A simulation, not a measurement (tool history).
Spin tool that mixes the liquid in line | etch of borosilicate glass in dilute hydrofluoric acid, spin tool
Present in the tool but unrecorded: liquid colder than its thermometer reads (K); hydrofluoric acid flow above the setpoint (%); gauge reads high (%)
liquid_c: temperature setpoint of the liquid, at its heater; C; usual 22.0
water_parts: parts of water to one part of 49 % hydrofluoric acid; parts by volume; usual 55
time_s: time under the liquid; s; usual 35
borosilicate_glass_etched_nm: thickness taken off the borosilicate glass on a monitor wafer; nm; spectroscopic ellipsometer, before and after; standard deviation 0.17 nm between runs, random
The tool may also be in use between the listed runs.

run,hour,liquid_c,water_parts,time_s,wafers since the last listed run,hours since the thermometer was replaced,hours since the hydrofluoric acid flow meter was replaced,hours since the gauge calibration,"read-back film thickness of the borosilicate glass reference wafer, read on the same gauge (nm)",borosilicate_glass_etched_nm
1,0.0,24.5,55,35,0,1716.1,1132.7,159.5,99.99,32.43
2,38.6,24.5,55,35,484,1754.7,1171.3,198.1,100.02,32.41
3,127.7,24.5,55,35,1118,1843.8,1260.4,287.2,100.02,32.48
4,155.4,26.0,55,35,347,1871.5,1288.1,314.9,100.02,34.42
5,170.2,26.0,55,35,185,1886.3,1302.9,329.7,100.02,34.87
6,184.2,22.0,75,35,175,1900.3,1316.9,343.7,99.98,20.83
7,208.0,22.0,75,35,298,1924.1,1340.7,367.5,100.01,20.94
8,231.7,22.0,75,35,297,1947.8,1364.4,391.2,100.02,20.99
9,243.9,22.0,55,35,153,1960.0,1376.6,403.4,100.03,29.38
10,264.8,22.0,55,35,262,1980.9,1397.5,424.3,100.00,29.21
11,293.3,22.0,55,35,357,2009.4,1426.0,452.8,99.99,29.28
# hour 316.8: thermometer replaced
12,400.0,20.0,55,25,1327,83.2,1532.7,559.5,100.00,20.96
13,416.2,22.0,55,35,203,99.4,1548.9,575.7,99.99,31.69
14,438.9,22.0,30,35,285,122.1,1571.6,598.4,100.00,60.28
# hour 450.5: hydrofluoric acid flow meter replaced
15,459.2,24.0,55,50,242,142.4,8.7,618.7,100.01,44.96
16,490.0,22.0,55,35,386,173.2,39.5,649.5,99.97,28.76
17,514.5,27.0,55,20,307,197.7,64.0,674.0,100.02,20.30
# hour 526.1: gauge calibrated
18,542.7,20.5,85,40,354,225.9,92.2,16.6,99.99,19.34
19,560.5,18.0,40,35,223,243.7,110.0,34.4,99.99,34.20
20,581.9,22.0,55,50,268,265.1,131.4,55.8,99.98,41.44
21,615.5,26.5,80,30,421,298.7,165.0,89.4,99.99,20.02
22,640.8,24.0,70,35,317,324.0,190.3,114.7,99.98,24.48
23,653.4,17.5,55,35,158,336.6,202.9,127.3,100.03,23.82
24,677.1,18.0,65,40,297,360.3,226.6,151.0,100.01,23.30

Hidden state or all else? Some run-to-run changes of borosilicate_glass_etched_nm, split into what the settings, what came in and random variation would give without the hidden state, and what is left for the hidden state (with any gauge scatter that isn't in both results):
Run 13 -> 14: water_parts 55 -> 30. borosilicate_glass_etched_nm +28.59 nm: hidden state +3.33, all else +25.26.
Run 14 -> 15: liquid_c 22.0 -> 24.0, water_parts 30 -> 55, time_s 35 -> 50, hydrofluoric acid flow meter replaced. borosilicate_glass_etched_nm -15.32 nm: hidden state -6.18, all else -9.14.
Run 20 -> 21: liquid_c 22.0 -> 26.5, water_parts 55 -> 80, time_s 50 -> 30. borosilicate_glass_etched_nm -21.42 nm: hidden state -0.54, all else -20.88.

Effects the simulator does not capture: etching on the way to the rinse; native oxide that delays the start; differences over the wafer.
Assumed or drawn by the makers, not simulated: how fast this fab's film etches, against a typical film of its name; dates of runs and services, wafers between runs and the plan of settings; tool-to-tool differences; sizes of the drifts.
